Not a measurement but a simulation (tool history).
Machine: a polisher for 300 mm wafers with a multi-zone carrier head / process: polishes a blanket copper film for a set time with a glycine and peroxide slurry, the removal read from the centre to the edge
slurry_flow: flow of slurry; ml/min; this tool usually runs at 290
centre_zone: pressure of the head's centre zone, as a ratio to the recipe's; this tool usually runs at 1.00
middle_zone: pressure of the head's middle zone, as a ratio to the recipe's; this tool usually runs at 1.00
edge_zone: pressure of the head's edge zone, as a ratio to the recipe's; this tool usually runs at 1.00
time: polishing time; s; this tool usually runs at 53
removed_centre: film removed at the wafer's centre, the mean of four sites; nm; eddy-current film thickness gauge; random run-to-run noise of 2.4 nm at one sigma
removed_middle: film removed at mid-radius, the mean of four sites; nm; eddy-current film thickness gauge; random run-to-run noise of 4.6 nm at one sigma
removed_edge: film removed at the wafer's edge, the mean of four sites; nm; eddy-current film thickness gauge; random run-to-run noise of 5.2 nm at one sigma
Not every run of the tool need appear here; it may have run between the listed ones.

run	hour	slurry_flow	centre_zone	middle_zone	edge_zone	time	wafers since the last listed run	wafers polished on this pad	hours since the slurry nozzle was cleaned	hours since the centre zone pressure was calibrated	hours since the edge zone pressure was calibrated	hours since the carrier head's membrane was replaced	incoming thickness of the incoming film, nm	removed_centre	removed_middle	removed_edge
1	0.0	250	1.00	1.00	1.00	53	0	2028	398.0	108.7	429.2	121.7	2225.9	339.4	348.7	356.1
2	90.3	290	1.00	1.00	1.00	53	876	2904	488.3	199.0	519.5	212.0	2221.7	340.2	357.8	355.9
3	185.4	290	0.90	1.00	1.00	35	922	3827	583.4	294.1	614.6	307.1	2247.4	204.4	231.2	230.5
# hour 237.3: slurry nozzle cleaned
4	255.3	290	1.00	1.00	1.00	40	668	4495	18.0	364.0	684.5	377.0	2279.8	272.1	277.9	277.7
# hour 301.0: edge zone pressure recalibrated
5	320.9	290	1.00	1.00	1.00	53	616	5112	83.6	429.6	19.9	442.6	2291.3	355.7	368.1	366.3
# hour 504.2: worn pad replaced by a new one
6	605.0	290	0.90	1.00	1.10	53	2717	978	367.7	713.7	304.0	726.7	2263.6	311.8	362.8	376.0
7	671.1	240	1.00	1.00	0.91	42	641	1619	433.8	779.8	370.1	792.8	2285.5	266.5	272.4	263.9
8	777.0	290	1.00	1.00	1.00	53	1027	2646	539.7	885.7	476.0	898.7	2263.3	342.1	354.0	350.8
9	873.5	290	1.00	1.00	1.00	53	936	3582	636.2	982.2	572.5	995.2	2262.4	337.0	350.4	360.3
# hour 904.0: edge zone pressure recalibrated
# hour 905.4: slurry nozzle cleaned
10	1128.1	290	1.00	1.00	1.00	53	2440	6023	222.7	1236.8	224.1	1249.8	2268.5	348.0	362.2	352.5
# hour 1214.0: centre zone pressure recalibrated
11	1221.7	290	0.88	1.00	1.00	53	888	6912	316.3	7.7	317.7	1343.4	2257.5	300.7	356.5	365.6
# hour 1256.0: worn pad replaced by a new one
12	1292.1	290	1.06	1.04	1.00	46	644	349	386.7	78.1	388.1	1413.8	2266.1	317.8	320.6	310.6
13	1337.5	245	1.07	1.00	0.94	46	440	790	432.1	123.5	433.5	1459.2	2257.1	310.1	297.4	293.1
14	1401.8	290	1.00	1.00	1.07	39	623	1414	496.4	187.8	497.8	1523.5	2263.5	251.1	254.5	263.9

Expected results for the next run?
15	1490.2	290	1.00	1.00	0.93	64	857	2271	584.8	276.2	586.2	1611.9	2280.3	?	?	?

{"run 15": {"removed_centre": 409.7, "removed_middle": 421.8, "removed_edge": 406.3}}
Had the tool carried no hidden state, the very same run would have given removed_centre 437.1 nm, removed_middle 447.2 nm, removed_edge 424.5 nm.
